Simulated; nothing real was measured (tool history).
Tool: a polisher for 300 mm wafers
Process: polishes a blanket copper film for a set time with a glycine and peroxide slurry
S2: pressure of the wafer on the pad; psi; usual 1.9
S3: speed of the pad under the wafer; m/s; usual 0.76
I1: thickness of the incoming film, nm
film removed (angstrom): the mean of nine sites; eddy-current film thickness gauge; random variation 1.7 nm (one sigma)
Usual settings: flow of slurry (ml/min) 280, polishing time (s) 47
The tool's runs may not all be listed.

Run 1, hour 0.0: usual settings but S2 2.1 psi; I1 2225.8. Result: film removed (angstrom) 1746.
Run 2, hour 84.5: usual settings but polishing time (s) 51; I1 2172.1. Result: film removed (angstrom) 1751.
Run 3, hour 130.3: usual settings but polishing time (s) 51; I1 2185.7. Result: film removed (angstrom) 1725.
At hour 142.9: slurry nozzle cleaned.
At hour 331.5: worn pad replaced by a new one.
Run 4, hour 399.2: usual settings but polishing time (s) 51; I1 2185.4. Result: film removed (angstrom) 1817.
At hour 459.1: head pressure recalibrated.
Run 5, hour 476.3: usual settings but flow of slurry (ml/min) 350; I1 2166.2. Result: film removed (angstrom) 1700.
Run 6, hour 573.5: usual settings but flow of slurry (ml/min) 350; I1 2170.5. Result: film removed (angstrom) 1712.
Run 7, hour 625.3: usual settings but flow of slurry (ml/min) 350; I1 2183.6. Result: film removed (angstrom) 1721.
Run 8, hour 691.5: usual settings but polishing time (s) 37; I1 2185.9. Result: film removed (angstrom) 1332.
Run 9, hour 733.9: usual settings but S3 0.60 m/s; I1 2180.8. Result: film removed (angstrom) 1489.
Run 10, hour 821.4: usual settings but S3 0.60 m/s; I1 2186.2. Result: film removed (angstrom) 1481.
At hour 825.5: worn pad replaced by a new one.
At hour 1093.1: slurry nozzle cleaned.
Run 11, hour 1102.9: usual settings but S3 0.60 m/s; I1 2168.0. Result: film removed (angstrom) 1522.
Run 12, hour 1147.3: usual settings but S2 1.5 psi; I1 2185.6. Result: film removed (angstrom) 1445.
Run 13, hour 1255.0: usual settings but S2 1.5 psi; I1 2215.7. Result: film removed (angstrom) 1424.
Run 14, hour 1311.6: usual settings but S2 1.7 psi; I1 2171.7. Result: film removed (angstrom) 1588.
At hour 1344.0: worn pad replaced by a new one.
Run 15, hour 1414.9: usual settings but flow of slurry (ml/min) 320, S2 2.5 psi, polishing time (s) 60; I1 2186.0. Result: film removed (angstrom) 2706.
Run 16, hour 1493.2: usual settings but flow of slurry (ml/min) 225, S2 2.3 psi, S3 0.66 m/s, polishing time (s) 56; I1 2188.7. Result: film removed (angstrom) 2127.
Run 17, hour 1530.1: usual settings; I1 2183.1. Result: film removed (angstrom) 1699.
Run 18, hour 1631.8: usual settings but flow of slurry (ml/min) 210, S2 1.6 psi; I1 2212.2. Result: film removed (angstrom) 1450.
Run 19, hour 1704.3: usual settings but flow of slurry (ml/min) 230, S2 2.6 psi, S3 0.68 m/s, polishing time (s) 58; I1 2194.2. Result: film removed (angstrom) 2397.
At hour 1756.7: head pressure recalibrated.
Run 20, hour 1760.4: usual settings but S2 1.3 psi, S3 0.94 m/s; I1 2174.9. Result: film removed (angstrom) 1432.
At hour 1765.7: worn pad replaced by a new one.
Run 21, hour 1861.6: usual settings but S3 0.60 m/s, polishing time (s) 34; I1 2160.3. Result: film removed (angstrom) 1083.
At hour 1899.1: slurry nozzle cleaned.
Run 22, hour 1947.0: usual settings but flow of slurry (ml/min) 315, S2 1.5 psi, S3 0.94 m/s, polishing time (s) 55; I1 2183.9. Result: film removed (angstrom) 1864.
Run 23, hour 2030.4: usual settings but S3 0.62 m/s; I1 2225.8. Result: film removed (angstrom) 1527.
Run 24, hour 2097.6: usual settings; I1 2186.1. Result: film removed (angstrom) 1690.
Run 25, hour 2197.6: usual settings; I1 2159.9. Result: film removed (angstrom) 1684.
At hour 2257.9: worn pad replaced by a new one.
Run 26, hour 2291.2: usual settings; I1 2197.1. Result: film removed (angstrom) 1683.
Run 27, hour 2333.7: usual settings but flow of slurry (ml/min) 355, S2 1.3 psi, polishing time (s) 52; I1 2210.1. Result: film removed (angstrom) 1485.
Run 28, hour 2428.8: usual settings but S2 2.1 psi; I1 2163.2. Result: film removed (angstrom) 1800.

4 ways to go on from here, each from the tool as it stands after run 28. What would each give?
Run A, hour 2429.2: usual settings but flow of slurry (ml/min) 365; I1 2172.7. Result: film removed (angstrom) ?.
Run B, hour 2429.2: usual settings but S3 0.64 m/s, polishing time (s) 40; I1 2172.7. Result: film removed (angstrom) ?.
Run C, hour 2429.2: usual settings but S3 0.58 m/s, polishing time (s) 57; I1 2172.7. Result: film removed (angstrom) ?.
Run D, hour 2429.2: usual settings but S2 1.2 psi, S3 0.88 m/s; I1 2172.7. Result: film removed (angstrom) ?.

run  film removed (angstrom)
  A                     1721
  B                     1319
  C                     1798
  D                     1331
Without the tool's hidden state the same runs would have given:
run  film removed (angstrom)
  A                     1743
  B                     1340
  C                     1826
  D                     1351

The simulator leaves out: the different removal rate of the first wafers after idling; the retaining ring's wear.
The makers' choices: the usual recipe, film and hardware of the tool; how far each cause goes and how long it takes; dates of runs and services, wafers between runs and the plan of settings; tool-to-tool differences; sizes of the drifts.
